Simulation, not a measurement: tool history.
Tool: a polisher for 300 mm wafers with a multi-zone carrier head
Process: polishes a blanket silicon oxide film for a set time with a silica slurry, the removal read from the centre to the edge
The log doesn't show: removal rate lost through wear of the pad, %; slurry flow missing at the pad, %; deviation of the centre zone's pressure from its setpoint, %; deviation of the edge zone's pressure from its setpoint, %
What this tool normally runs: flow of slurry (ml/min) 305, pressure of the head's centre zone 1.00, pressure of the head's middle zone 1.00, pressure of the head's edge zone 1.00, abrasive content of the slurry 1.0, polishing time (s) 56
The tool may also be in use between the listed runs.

| run | day | flow of slurry (ml/min) | pressure of the head's centre zone | pressure of the head's middle zone | pressure of the head's edge zone | abrasive content of the slurry | polishing time (s) | wafers since the last listed run | wafers polished on this pad | hours since the slurry nozzle was cleaned | hours since the centre zone pressure was calibrated | hours since the edge zone pressure was calibrated | hours since the carrier head's membrane was replaced | incoming thickness of the incoming film, nm | film removed at the wafer's centre (angstrom) | film removed at mid-radius (angstrom) | film removed at the wafer's edge (angstrom) |
|---|---|---|---|---|---|---|---|---|---|---|---|---|---|---|---|---|---|
| 1 | 0.000 | 305 | 1.00 | 1.03 | 1.00 | 1.0 | 56 | 0 | 2064 | 202.4 | 284.8 | 228.2 | 442.8 | 1029.0 | 1955 | 2012 | 2036 |
|  | 1.750 | worn pad replaced by a new one |
| 2 | 2.542 | 305 | 1.00 | 1.03 | 1.00 | 1.0 | 56 | 452 | 150 | 263.4 | 345.8 | 289.2 | 503.8 | 992.1 | 2161 | 2221 | 2193 |
|  | 4.533 | carrier head's membrane replaced by a new one |
| 3 | 6.754 | 305 | 1.00 | 1.03 | 1.00 | 1.0 | 56 | 762 | 912 | 364.5 | 446.9 | 390.3 | 53.3 | 1028.4 | 2082 | 2082 | 2100 |
| 4 | 11.150 | 305 | 1.00 | 1.00 | 1.00 | 1.0 | 56 | 836 | 1749 | 470.0 | 552.4 | 495.8 | 158.8 | 1022.3 | 1997 | 1978 | 2014 |
|  | 13.917 | worn pad replaced by a new one |
| 5 | 14.633 | 305 | 1.00 | 1.00 | 1.00 | 1.0 | 56 | 631 | 136 | 553.6 | 636.0 | 579.4 | 242.4 | 998.2 | 2136 | 2152 | 2164 |
| 6 | 18.679 | 305 | 1.00 | 1.00 | 1.00 | 1.0 | 56 | 770 | 906 | 650.7 | 733.1 | 676.5 | 339.5 | 1008.7 | 2016 | 2024 | 2061 |
|  | 21.579 | slurry nozzle cleaned |
| 7 | 22.196 | 225 | 1.00 | 1.00 | 1.00 | 1.0 | 56 | 661 | 1568 | 14.8 | 817.5 | 760.9 | 423.9 | 1014.9 | 1875 | 1913 | 1941 |
|  | 22.783 | edge zone pressure recalibrated |
|  | 26.471 | worn pad replaced by a new one |
|  | 33.517 | centre zone pressure recalibrated |
|  | 34.025 | carrier head's membrane replaced by a new one |
| 8 | 35.221 | 225 | 1.00 | 1.00 | 1.00 | 1.0 | 56 | 2376 | 1609 | 327.4 | 40.9 | 298.5 | 28.7 | 1018.4 | 1889 | 1906 | 1935 |
|  | 39.521 | worn pad replaced by a new one, of another model than before |
| 9 | 47.596 | 215 | 1.10 | 1.00 | 1.00 | 1.0 | 56 | 2323 | 1537 | 624.4 | 337.9 | 595.5 | 325.7 | 1000.7 | 2095 | 1888 | 1979 |
| 10 | 49.133 | 305 | 1.03 | 1.08 | 1.00 | 1.0 | 56 | 292 | 1830 | 661.3 | 374.8 | 632.4 | 362.6 | 1001.6 | 2012 | 2095 | 1990 |
| 11 | 52.696 | 305 | 1.00 | 1.10 | 1.00 | 1.0 | 71 | 678 | 2508 | 746.8 | 460.3 | 717.9 | 448.1 | 1011.9 | 2472 | 2673 | 2530 |
|  | 53.642 | worn pad replaced by a new one |
|  | 55.150 | edge zone pressure recalibrated |
|  | 55.946 | slurry nozzle cleaned |
| 12 | 56.658 | 305 | 0.97 | 1.00 | 1.00 | 1.0 | 56 | 698 | 550 | 17.1 | 555.4 | 36.2 | 543.2 | 1020.5 | 2011 | 2056 | 2042 |
|  | 58.596 | carrier head's membrane replaced by a new one |
| 13 | 60.038 | 305 | 1.08 | 0.94 | 0.94 | 1.0 | 41 | 603 | 1153 | 98.2 | 636.5 | 117.3 | 34.6 | 1003.4 | 1554 | 1395 | 1408 |
| 14 | 63.667 | 305 | 1.00 | 1.00 | 1.00 | 1.0 | 56 | 690 | 1844 | 185.3 | 723.6 | 204.4 | 121.7 | 1013.1 | 1950 | 1965 | 2017 |
|  | 67.496 | worn pad replaced by a new one |
| 15 | 67.929 | 345 | 1.00 | 1.09 | 1.00 | 1.0 | 56 | 779 | 82 | 287.6 | 825.9 | 306.7 | 224.0 | 1016.9 | 2167 | 2371 | 2204 |
| 16 | 70.546 | 305 | 1.00 | 1.00 | 1.00 | 1.0 | 56 | 498 | 580 | 350.4 | 888.7 | 369.5 | 286.8 | 1020.8 | 2081 | 2081 | 2132 |

Forecast each of these 4 alternatives for the next run:
| A | 70.562 | 305 | 1.00 | 1.00 | 1.00 | 1.0 | 56 | 3 | 583 | 350.8 | 889.1 | 369.9 | 287.2 | 1001.1 | ? | ? | ? |
| B | 70.562 | 305 | 1.03 | 1.00 | 1.04 | 1.0 | 56 | 3 | 583 | 350.8 | 889.1 | 369.9 | 287.2 | 1001.1 | ? | ? | ? |
| C | 70.562 | 250 | 1.00 | 1.00 | 1.00 | 1.0 | 56 | 3 | 583 | 350.8 | 889.1 | 369.9 | 287.2 | 1001.1 | ? | ? | ? |
| D | 70.562 | 270 | 1.00 | 0.97 | 1.00 | 1.2 | 56 | 3 | 583 | 350.8 | 889.1 | 369.9 | 287.2 | 1001.1 | ? | ? | ? |

| run | film removed at the wafer's centre (angstrom) | film removed at mid-radius (angstrom) | film removed at the wafer's edge (angstrom) |
|---|---|---|---|
| A | 2078 | 2058 | 2131 |
| B | 2124 | 2058 | 2172 |
| C | 2043 | 2027 | 2106 |
| D | 2198 | 2125 | 2263 |
The same runs, with their run-to-run variation unchanged, on a tool lacking any hidden condition would have given:
| run | film removed at the wafer's centre (angstrom) | film removed at mid-radius (angstrom) | film removed at the wafer's edge (angstrom) |
|---|---|---|---|
| A | 2196 | 2174 | 2251 |
| B | 2244 | 2174 | 2295 |
| C | 2159 | 2141 | 2225 |
| D | 2323 | 2245 | 2391 |
